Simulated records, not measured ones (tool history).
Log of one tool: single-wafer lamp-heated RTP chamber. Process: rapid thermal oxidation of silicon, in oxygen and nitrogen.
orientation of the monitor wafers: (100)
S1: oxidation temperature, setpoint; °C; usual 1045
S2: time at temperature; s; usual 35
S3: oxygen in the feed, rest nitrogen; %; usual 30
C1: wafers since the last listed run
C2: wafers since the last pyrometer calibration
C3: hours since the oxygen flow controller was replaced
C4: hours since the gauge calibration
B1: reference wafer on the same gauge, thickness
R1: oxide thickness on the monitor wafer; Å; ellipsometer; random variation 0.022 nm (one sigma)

{"run": 1, "hour": 0.0, "S1": 1045, "S2": 22, "S3": 30, "C1": 0, "C2": 4526, "C3": 3195.5, "C4": 332.2, "B1": 3.791, "R1": 37.67}
{"hour": 45.7, "done": "pyrometer window cleaned and pyrometer calibrated"}
{"run": 2, "hour": 51.4, "S1": 1045, "S2": 22, "S3": 30, "C1": 407, "C2": 53, "C3": 3246.9, "C4": 383.6, "B1": 3.794, "R1": 36.39}
{"run": 3, "hour": 116.2, "S1": 1045, "S2": 35, "S3": 30, "C1": 608, "C2": 661, "C3": 3311.7, "C4": 448.4, "B1": 3.794, "R1": 44.09}
{"run": 4, "hour": 289.5, "S1": 1045, "S2": 35, "S3": 30, "C1": 1627, "C2": 2289, "C3": 3485.0, "C4": 621.7, "B1": 3.792, "R1": 44.18}
{"run": 5, "hour": 347.7, "S1": 1045, "S2": 35, "S3": 30, "C1": 546, "C2": 2835, "C3": 3543.2, "C4": 679.9, "B1": 3.793, "R1": 44.58}
{"run": 6, "hour": 408.9, "S1": 1045, "S2": 35, "S3": 30, "C1": 574, "C2": 3410, "C3": 3604.4, "C4": 741.1, "B1": 3.794, "R1": 44.77}
{"run": 7, "hour": 468.9, "S1": 1045, "S2": 35, "S3": 30, "C1": 563, "C2": 3973, "C3": 3664.4, "C4": 801.1, "B1": 3.787, "R1": 44.97}
{"hour": 516.9, "done": "pyrometer window cleaned and pyrometer calibrated"}
{"run": 8, "hour": 517.4, "S1": 1069, "S2": 35, "S3": 30, "C1": 380, "C2": 4, "C3": 3712.9, "C4": 849.6, "B1": 3.786, "R1": 50.85}
{"run": 9, "hour": 586.0, "S1": 1069, "S2": 35, "S3": 30, "C1": 644, "C2": 648, "C3": 3781.5, "C4": 918.2, "B1": 3.789, "R1": 51.15}
{"run": 10, "hour": 620.3, "S1": 1069, "S2": 35, "S3": 30, "C1": 322, "C2": 970, "C3": 3815.8, "C4": 952.5, "B1": 3.786, "R1": 51.21}
{"run": 11, "hour": 680.3, "S1": 1045, "S2": 35, "S3": 41, "C1": 563, "C2": 1534, "C3": 3875.8, "C4": 1012.5, "B1": 3.782, "R1": 49.07}
{"run": 12, "hour": 713.9, "S1": 1064, "S2": 35, "S3": 30, "C1": 315, "C2": 1849, "C3": 3909.4, "C4": 1046.1, "B1": 3.795, "R1": 50.21}
{"run": 13, "hour": 775.5, "S1": 1016, "S2": 43, "S3": 17, "C1": 578, "C2": 2427, "C3": 3971.0, "C4": 1107.7, "B1": 3.792, "R1": 34.32}
{"hour": 795.7, "done": "gauge calibrated"}
{"run": 14, "hour": 826.0, "S1": 1058, "S2": 21, "S3": 17, "C1": 474, "C2": 2902, "C3": 4021.5, "C4": 30.3, "B1": 3.793, "R1": 33.25}
{"run": 15, "hour": 893.2, "S1": 1045, "S2": 43, "S3": 41, "C1": 631, "C2": 3533, "C3": 4088.7, "C4": 97.5, "B1": 3.789, "R1": 53.41}
{"run": 16, "hour": 929.6, "S1": 1045, "S2": 44, "S3": 53, "C1": 341, "C2": 3875, "C3": 4125.1, "C4": 133.9, "B1": 3.786, "R1": 59.56}
{"hour": 948.5, "done": "oxygen flow controller replaced"}
{"run": 17, "hour": 962.2, "S1": 1045, "S2": 35, "S3": 30, "C1": 231, "C2": 4106, "C3": 13.7, "C4": 166.5, "B1": 3.792, "R1": 44.41}
{"hour": 976.5, "done": "pyrometer window cleaned and pyrometer calibrated"}
{"run": 18, "hour": 1027.1, "S1": 1062, "S2": 35, "S3": 30, "C1": 534, "C2": 475, "C3": 78.6, "C4": 231.4, "B1": 3.786, "R1": 48.71}
{"run": 19, "hour": 1092.1, "S1": 1045, "S2": 35, "S3": 30, "C1": 610, "C2": 1085, "C3": 143.6, "C4": 296.4, "B1": 3.787, "R1": 43.99}
{"run": 20, "hour": 1242.1, "S1": 1066, "S2": 35, "S3": 30, "C1": 1408, "C2": 2494, "C3": 293.6, "C4": 446.4, "B1": 3.783, "R1": 50.57}
{"run": 21, "hour": 1290.9, "S1": 1045, "S2": 35, "S3": 30, "C1": 458, "C2": 2952, "C3": 342.4, "C4": 495.2, "B1": 3.791, "R1": 44.39}

5 ways to go on from here, each from the tool as it stands after run 21. What would each give?
{"run": "A", "hour": 1291.3, "S1": 1019, "S2": 35, "S3": 30, "C1": 3, "C2": 2956, "C3": 342.8, "C4": 495.6, "B1": "?", "R1": "?"}
{"run": "B", "hour": 1291.3, "S1": 1045, "S2": 41, "S3": 30, "C1": 3, "C2": 2956, "C3": 342.8, "C4": 495.6, "B1": "?", "R1": "?"}
{"run": "C", "hour": 1291.3, "S1": 1045, "S2": 25, "S3": 17, "C1": 3, "C2": 2956, "C3": 342.8, "C4": 495.6, "B1": "?", "R1": "?"}
{"run": "D", "hour": 1291.3, "S1": 1030, "S2": 40, "S3": 30, "C1": 3, "C2": 2956, "C3": 342.8, "C4": 495.6, "B1": "?", "R1": "?"}
{"run": "E", "hour": 1291.3, "S1": 1045, "S2": 42, "S3": 48, "C1": 3, "C2": 2956, "C3": 342.8, "C4": 495.6, "B1": "?", "R1": "?"}

run=A B1=3.790 R1=37.96
run=B B1=3.790 R1=47.56
run=C B1=3.790 R1=33.30
run=D B1=3.790 R1=42.78
run=E B1=3.790 R1=56.31
Without the tool's hidden state the same runs would have given:
run=A R1=37.31
run=B R1=46.67
run=C R1=32.81
run=D R1=42.00
run=E R1=55.21
